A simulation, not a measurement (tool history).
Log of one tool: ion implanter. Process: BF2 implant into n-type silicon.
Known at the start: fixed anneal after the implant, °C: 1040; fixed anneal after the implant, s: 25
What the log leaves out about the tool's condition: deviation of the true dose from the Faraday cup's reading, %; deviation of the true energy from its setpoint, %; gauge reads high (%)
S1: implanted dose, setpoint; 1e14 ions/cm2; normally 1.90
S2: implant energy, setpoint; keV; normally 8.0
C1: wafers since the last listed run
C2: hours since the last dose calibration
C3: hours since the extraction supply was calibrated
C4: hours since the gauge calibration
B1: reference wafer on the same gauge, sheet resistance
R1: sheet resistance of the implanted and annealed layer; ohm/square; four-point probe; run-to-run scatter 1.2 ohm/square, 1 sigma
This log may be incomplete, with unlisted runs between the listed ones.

| run | hour | S1 | S2 | C1 | C2 | C3 | C4 | B1 | R1 |
|---|---|---|---|---|---|---|---|---|---|
| 1 | 0.0 | 1.63 | 8.0 | 0 | 2004.0 | 1665.6 | 205.9 | 667.08 | 661.09 |
| 2 | 32.4 | 1.71 | 8.5 | 390 | 2036.4 | 1698.0 | 238.3 | 667.01 | 628.97 |
| 3 | 57.5 | 1.71 | 8.5 | 302 | 2061.5 | 1723.1 | 263.4 | 666.45 | 626.51 |
| 4 | 87.6 | 2.19 | 6.5 | 363 | 2091.6 | 1753.2 | 293.5 | 666.91 | 523.65 |
|  | 115.4 | Faraday cup replaced and dose calibrated |
| 5 | 117.9 | 1.90 | 8.0 | 269 | 2.5 | 1783.5 | 323.8 | 667.43 | 575.94 |
| 6 | 131.6 | 1.90 | 8.0 | 165 | 16.2 | 1797.2 | 337.5 | 666.97 | 577.83 |
| 7 | 163.8 | 1.90 | 8.0 | 388 | 48.4 | 1829.4 | 369.7 | 666.91 | 575.08 |
| 8 | 182.9 | 1.58 | 8.0 | 230 | 67.5 | 1848.5 | 388.8 | 666.47 | 676.72 |
| 9 | 204.8 | 1.90 | 8.0 | 264 | 89.4 | 1870.4 | 410.7 | 666.80 | 576.75 |
|  | 230.8 | extraction supply calibrated |
| 10 | 231.3 | 1.90 | 8.0 | 223 | 115.9 | 0.5 | 437.2 | 667.42 | 577.26 |
|  | 235.5 | gauge calibrated |
| 11 | 252.6 | 2.10 | 9.0 | 256 | 137.2 | 21.8 | 17.1 | 667.59 | 520.05 |
| 12 | 267.0 | 1.37 | 6.5 | 173 | 151.6 | 36.2 | 31.5 | 666.62 | 784.96 |
| 13 | 297.5 | 1.67 | 9.0 | 367 | 182.1 | 66.7 | 62.0 | 667.19 | 636.33 |
| 14 | 320.2 | 1.90 | 10.0 | 273 | 204.8 | 89.4 | 84.7 | 667.07 | 560.82 |
| 15 | 332.4 | 2.26 | 6.0 | 147 | 217.0 | 101.6 | 96.9 | 667.05 | 515.35 |
| 16 | 368.0 | 2.25 | 6.5 | 429 | 252.6 | 137.2 | 132.5 | 667.10 | 515.25 |

Each row is a separate what-if for the run after 16, all from the same tool condition, not one after another. Results?
| A | 368.4 | 1.90 | 6.5 | 4 | 253.0 | 137.6 | 132.9 | ? | ? |
| B | 368.4 | 1.47 | 8.0 | 4 | 253.0 | 137.6 | 132.9 | ? | ? |
| C | 368.4 | 2.30 | 8.0 | 4 | 253.0 | 137.6 | 132.9 | ? | ? |

| run | B1 | R1 |
|---|---|---|
| A | 667.07 | 593.09 |
| B | 667.07 | 722.94 |
| C | 667.07 | 489.85 |
Take away the tool's hidden state, keep each run's random variation, and the runs would have read:
| run | R1 |
|---|---|
| A | 593.09 |
| B | 722.94 |
| C | 489.85 |
